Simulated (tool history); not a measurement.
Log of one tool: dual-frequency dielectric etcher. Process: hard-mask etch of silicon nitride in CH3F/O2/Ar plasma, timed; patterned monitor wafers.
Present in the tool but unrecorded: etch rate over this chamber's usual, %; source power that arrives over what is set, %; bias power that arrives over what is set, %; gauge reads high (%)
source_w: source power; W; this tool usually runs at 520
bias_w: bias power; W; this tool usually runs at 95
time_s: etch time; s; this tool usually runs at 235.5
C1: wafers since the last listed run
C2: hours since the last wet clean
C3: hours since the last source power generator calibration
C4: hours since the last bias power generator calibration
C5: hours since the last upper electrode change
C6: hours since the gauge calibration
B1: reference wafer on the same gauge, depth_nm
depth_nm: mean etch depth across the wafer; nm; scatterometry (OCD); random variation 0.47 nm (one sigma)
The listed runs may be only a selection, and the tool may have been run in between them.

run 1 hour=0 | source_w=520 bias_w=95 time_s=235.5 | C1=0 C2=34.4 C3=2139.8 C4=3138.6 C5=2907.9 C6=138.7 | B1=214 | depth_nm=185.3
run 2 hour=59.3 | source_w=520 bias_w=95 time_s=235.5 | C1=473 C2=93.7 C3=2199.1 C4=3197.9 C5=2967.2 C6=198 | B1=214 | depth_nm=186.5
run 3 hour=163.4 | source_w=520 bias_w=95 time_s=235.5 | C1=830 C2=197.8 C3=2303.2 C4=3302 C5=3071.3 C6=302.1 | B1=213.9 | depth_nm=185
run 4 hour=201.3 | source_w=520 bias_w=95 time_s=235.5 | C1=302 C2=235.7 C3=2341.1 C4=3339.9 C5=3109.2 C6=340 | B1=214 | depth_nm=185.3
run 5 hour=261 | source_w=610 bias_w=95 time_s=235.5 | C1=476 C2=295.4 C3=2400.8 C4=3399.6 C5=3168.9 C6=399.7 | B1=214 | depth_nm=198
run 6 hour=345.2 | source_w=610 bias_w=95 time_s=235.5 | C1=672 C2=379.6 C3=2485 C4=3483.8 C5=3253.1 C6=483.9 | B1=214 | depth_nm=196.6
run 7 hour=421.8 | source_w=520 bias_w=95 time_s=235.5 | C1=611 C2=456.2 C3=2561.6 C4=3560.4 C5=3329.7 C6=560.5 | B1=214 | depth_nm=185.1
-- hour=460.2 bias power generator calibrated
run 8 hour=460.7 | source_w=520 bias_w=95 time_s=235.5 | C1=278 C2=495.1 C3=2600.5 C4=0.5 C5=3368.6 C6=599.4 | B1=213.9 | depth_nm=186.4
-- hour=495.6 wet clean of the chamber
run 9 hour=522.6 | source_w=520 bias_w=104 time_s=255 | C1=302 C2=27 C3=2662.4 C4=62.4 C5=3430.5 C6=661.3 | B1=214 | depth_nm=210.8
run 10 hour=565 | source_w=520 bias_w=104 time_s=255 | C1=338 C2=69.4 C3=2704.8 C4=104.8 C5=3472.9 C6=703.7 | B1=214 | depth_nm=212.1
run 11 hour=643.9 | source_w=520 bias_w=110 time_s=235.5 | C1=629 C2=148.3 C3=2783.7 C4=183.7 C5=3551.8 C6=782.6 | B1=214.1 | depth_nm=201.4
run 12 hour=699.9 | source_w=390 bias_w=95 time_s=254 | C1=447 C2=204.3 C3=2839.7 C4=239.7 C5=3607.8 C6=838.6 | B1=213.9 | depth_nm=177.9
-- hour=739.1 upper electrode replaced
-- hour=759.8 gauge calibrated
-- hour=805 source power generator calibrated
run 13 hour=807.5 | source_w=520 bias_w=95 time_s=235.5 | C1=635 C2=311.9 C3=2.5 C4=347.3 C5=68.4 C6=47.7 | B1=214.1 | depth_nm=185
run 14 hour=868.5 | source_w=640 bias_w=71 time_s=283 | C1=486 C2=372.9 C3=63.5 C4=408.3 C5=129.4 C6=108.7 | B1=214.1 | depth_nm=204.1
run 15 hour=932.3 | source_w=560 bias_w=83 time_s=288 | C1=509 C2=436.7 C3=127.3 C4=472.1 C5=193.2 C6=172.5 | B1=214 | depth_nm=216.4
-- hour=1005.7 wet clean of the chamber
run 16 hour=1006.2 | source_w=520 bias_w=85 time_s=171.5 | C1=398 C2=0.5 C3=201.2 C4=546 C5=267.1 C6=246.4 | B1=214 | depth_nm=126.5
run 17 hour=1029.5 | source_w=520 bias_w=105 time_s=235.5 | C1=185 C2=23.8 C3=224.5 C4=569.3 C5=290.4 C6=269.7 | B1=214 | depth_nm=195.9
run 18 hour=1103.9 | source_w=480 bias_w=95 time_s=301.5 | C1=593 C2=98.2 C3=298.9 C4=643.7 C5=364.8 C6=344.1 | B1=213.9 | depth_nm=230.4
run 19 hour=1282.7 | source_w=420 bias_w=75 time_s=168.5 | C1=1427 C2=277 C3=477.7 C4=822.5 C5=543.6 C6=522.9 | B1=214 | depth_nm=105.8
run 20 hour=1351.6 | source_w=560 bias_w=95 time_s=235.5 | C1=549 C2=345.9 C3=546.6 C4=891.4 C5=612.5 C6=591.8 | B1=214.1 | depth_nm=192
run 21 hour=1400.8 | source_w=520 bias_w=84 time_s=235.5 | C1=392 C2=395.1 C3=595.8 C4=940.6 C5=661.7 C6=641 | B1=213.9 | depth_nm=173.8
run 22 hour=1472.6 | source_w=640 bias_w=105 time_s=179 | C1=573 C2=466.9 C3=667.6 C4=1012.4 C5=733.5 C6=712.8 | B1=214 | depth_nm=161.4
-- hour=1503 wet clean of the chamber
run 23 hour=1518 | source_w=520 bias_w=95 time_s=235.5 | C1=170 C2=15 C3=713 C4=1057.8 C5=778.9 C6=758.2 | B1=213.9 | depth_nm=185.3

List, for all runs, the conditions of the tool that the log does not record:
etch rate over this chamber's usual, %: 0, the same for each run
source power that arrives over what is set, %: 0, the same for each run
bias power that arrives over what is set, %: 0, the same for each run
gauge reads high (%): 0, the same for each run
